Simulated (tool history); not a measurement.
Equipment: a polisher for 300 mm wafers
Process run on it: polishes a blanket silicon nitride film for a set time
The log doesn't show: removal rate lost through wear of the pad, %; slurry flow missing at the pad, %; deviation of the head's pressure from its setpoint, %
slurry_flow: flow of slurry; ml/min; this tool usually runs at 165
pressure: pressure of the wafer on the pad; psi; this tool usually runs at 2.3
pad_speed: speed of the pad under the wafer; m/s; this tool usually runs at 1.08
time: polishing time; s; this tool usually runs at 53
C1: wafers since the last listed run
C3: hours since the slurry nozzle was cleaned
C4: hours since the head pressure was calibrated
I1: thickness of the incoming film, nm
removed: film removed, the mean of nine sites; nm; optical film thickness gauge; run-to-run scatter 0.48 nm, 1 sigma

run 1 hour=0.0 | slurry_flow=165 pressure=2.3 pad_speed=1.08 time=53 | C1=0 wafers_polished_on_this_pad=791 C3=217.0 C4=435.0 | I1=420.4 | removed=56.0
-- hour=19.3 worn pad replaced by a new one
run 2 hour=19.8 | slurry_flow=165 pressure=2.3 pad_speed=1.08 time=53 | C1=122 wafers_polished_on_this_pad=4 C3=236.8 C4=454.8 | I1=422.1 | removed=58.1
run 3 hour=25.8 | slurry_flow=165 pressure=2.3 pad_speed=1.08 time=53 | C1=46 wafers_polished_on_this_pad=50 C3=242.8 C4=460.8 | I1=418.5 | removed=59.4
run 4 hour=31.8 | slurry_flow=165 pressure=2.3 pad_speed=1.08 time=53 | C1=46 wafers_polished_on_this_pad=97 C3=248.8 C4=466.8 | I1=419.2 | removed=58.5
run 5 hour=42.8 | slurry_flow=165 pressure=2.3 pad_speed=1.08 time=53 | C1=85 wafers_polished_on_this_pad=182 C3=259.8 C4=477.8 | I1=421.6 | removed=57.8
run 6 hour=53.6 | slurry_flow=165 pressure=2.3 pad_speed=1.08 time=53 | C1=83 wafers_polished_on_this_pad=265 C3=270.6 C4=488.6 | I1=421.7 | removed=58.2
run 7 hour=60.8 | slurry_flow=165 pressure=2.3 pad_speed=1.08 time=53 | C1=55 wafers_polished_on_this_pad=321 C3=277.8 C4=495.8 | I1=415.2 | removed=58.4
run 8 hour=68.2 | slurry_flow=165 pressure=2.3 pad_speed=1.08 time=53 | C1=57 wafers_polished_on_this_pad=379 C3=285.2 C4=503.2 | I1=422.5 | removed=58.1
run 9 hour=83.4 | slurry_flow=165 pressure=2.3 pad_speed=1.08 time=53 | C1=117 wafers_polished_on_this_pad=496 C3=300.4 C4=518.4 | I1=420.5 | removed=57.0
run 10 hour=99.1 | slurry_flow=165 pressure=2.3 pad_speed=1.08 time=53 | C1=121 wafers_polished_on_this_pad=618 C3=316.1 C4=534.1 | I1=417.1 | removed=56.2
run 11 hour=113.4 | slurry_flow=165 pressure=2.3 pad_speed=1.08 time=53 | C1=110 wafers_polished_on_this_pad=729 C3=330.4 C4=548.4 | I1=421.8 | removed=56.8
run 12 hour=126.3 | slurry_flow=165 pressure=2.3 pad_speed=1.00 time=53 | C1=99 wafers_polished_on_this_pad=829 C3=343.3 C4=561.3 | I1=415.8 | removed=53.2
-- hour=143.8 worn pad replaced by a new one
run 13 hour=144.3 | slurry_flow=165 pressure=2.3 pad_speed=1.00 time=53 | C1=108 wafers_polished_on_this_pad=3 C3=361.3 C4=579.3 | I1=418.5 | removed=50.3
run 14 hour=155.8 | slurry_flow=165 pressure=2.3 pad_speed=1.00 time=53 | C1=89 wafers_polished_on_this_pad=92 C3=372.8 C4=590.8 | I1=417.2 | removed=50.5
run 15 hour=166.2 | slurry_flow=165 pressure=2.3 pad_speed=1.08 time=53 | C1=80 wafers_polished_on_this_pad=173 C3=383.2 C4=601.2 | I1=424.3 | removed=51.5
run 16 hour=181.7 | slurry_flow=165 pressure=2.3 pad_speed=1.08 time=53 | C1=120 wafers_polished_on_this_pad=293 C3=398.7 C4=616.7 | I1=423.5 | removed=51.3
run 17 hour=196.3 | slurry_flow=110 pressure=2.3 pad_speed=1.08 time=68 | C1=113 wafers_polished_on_this_pad=406 C3=413.3 C4=631.3 | I1=417.6 | removed=60.1
run 18 hour=206.1 | slurry_flow=165 pressure=2.3 pad_speed=1.08 time=53 | C1=75 wafers_polished_on_this_pad=482 C3=423.1 C4=641.1 | I1=422.9 | removed=51.1
-- hour=221.1 slurry nozzle cleaned
run 19 hour=223.8 | slurry_flow=165 pressure=2.3 pad_speed=1.08 time=53 | C1=129 wafers_polished_on_this_pad=612 C3=2.7 C4=658.8 | I1=421.0 | removed=50.1
-- hour=234.3 head pressure recalibrated
-- hour=235.2 worn pad replaced by a new one, repeated, since the last time left the tool worse
run 20 hour=235.7 | slurry_flow=165 pressure=2.3 pad_speed=0.72 time=53 | C1=69 wafers_polished_on_this_pad=3 C3=14.6 C4=1.4 | I1=425.0 | removed=47.1
run 21 hour=241.8 | slurry_flow=165 pressure=2.3 pad_speed=1.08 time=53 | C1=47 wafers_polished_on_this_pad=51 C3=20.7 C4=7.5 | I1=411.9 | removed=58.6
run 22 hour=258.1 | slurry_flow=165 pressure=2.3 pad_speed=0.90 time=53 | C1=126 wafers_polished_on_this_pad=177 C3=37.0 C4=23.8 | I1=420.1 | removed=52.9
run 23 hour=268.9 | slurry_flow=165 pressure=2.3 pad_speed=1.08 time=53 | C1=83 wafers_polished_on_this_pad=261 C3=47.8 C4=34.6 | I1=420.4 | removed=58.0
run 24 hour=282.8 | slurry_flow=165 pressure=2.1 pad_speed=1.08 time=53 | C1=107 wafers_polished_on_this_pad=368 C3=61.7 C4=48.5 | I1=417.4 | removed=53.6
run 25 hour=289.2 | slurry_flow=115 pressure=2.0 pad_speed=1.38 time=34 | C1=49 wafers_polished_on_this_pad=418 C3=68.1 C4=54.9 | I1=419.6 | removed=34.4
run 26 hour=298.7 | slurry_flow=165 pressure=2.3 pad_speed=1.08 time=36 | C1=73 wafers_polished_on_this_pad=492 C3=77.6 C4=64.4 | I1=413.2 | removed=39.0
run 27 hour=319.2 | slurry_flow=165 pressure=2.3 pad_speed=1.08 time=53 | C1=158 wafers_polished_on_this_pad=651 C3=98.1 C4=84.9 | I1=414.5 | removed=56.6
run 28 hour=336.7 | slurry_flow=165 pressure=2.3 pad_speed=1.08 time=53 | C1=135 wafers_polished_on_this_pad=786 C3=115.6 C4=102.4 | I1=419.8 | removed=56.9
-- hour=366.3 worn pad replaced by a new one
run 29 hour=372.8 | slurry_flow=165 pressure=2.3 pad_speed=1.08 time=53 | C1=248 wafers_polished_on_this_pad=50 C3=151.7 C4=138.5 | I1=427.0 | removed=58.6
run 30 hour=385.2 | slurry_flow=165 pressure=2.8 pad_speed=0.80 time=69 | C1=96 wafers_polished_on_this_pad=146 C3=164.1 C4=150.9 | I1=422.7 | removed=79.7
run 31 hour=397.7 | slurry_flow=165 pressure=2.0 pad_speed=0.86 time=68 | C1=96 wafers_polished_on_this_pad=243 C3=176.6 C4=163.4 | I1=419.2 | removed=57.0
run 32 hour=408.0 | slurry_flow=225 pressure=2.9 pad_speed=1.20 time=45 | C1=79 wafers_polished_on_this_pad=323 C3=186.9 C4=173.7 | I1=419.1 | removed=69.9
run 33 hour=417.8 | slurry_flow=105 pressure=2.3 pad_speed=0.82 time=53 | C1=75 wafers_polished_on_this_pad=399 C3=196.7 C4=183.5 | I1=416.9 | removed=44.6

Here are 4 independent what-if runs from the current tool condition. What would each one return?
run A hour=418.2 | slurry_flow=165 pressure=2.3 pad_speed=1.08 time=53 | C1=3 wafers_polished_on_this_pad=402 C3=197.1 C4=183.9 | I1=420.7 | removed=?
run B hour=418.2 | slurry_flow=220 pressure=2.3 pad_speed=1.36 time=53 | C1=3 wafers_polished_on_this_pad=402 C3=197.1 C4=183.9 | I1=420.7 | removed=?
run C hour=418.2 | slurry_flow=200 pressure=1.6 pad_speed=1.36 time=40 | C1=3 wafers_polished_on_this_pad=402 C3=197.1 C4=183.9 | I1=420.7 | removed=?
run D hour=418.2 | slurry_flow=125 pressure=2.5 pad_speed=0.70 time=36 | C1=3 wafers_polished_on_this_pad=402 C3=197.1 C4=183.9 | I1=420.7 | removed=?

run=A removed=57.9
run=B removed=69.3
run=C removed=35.9
run=D removed=32.0
With no hidden state in the tool, these same runs would have given:
run=A removed=58.6
run=B removed=70.2
run=C removed=36.4
run=D removed=32.4
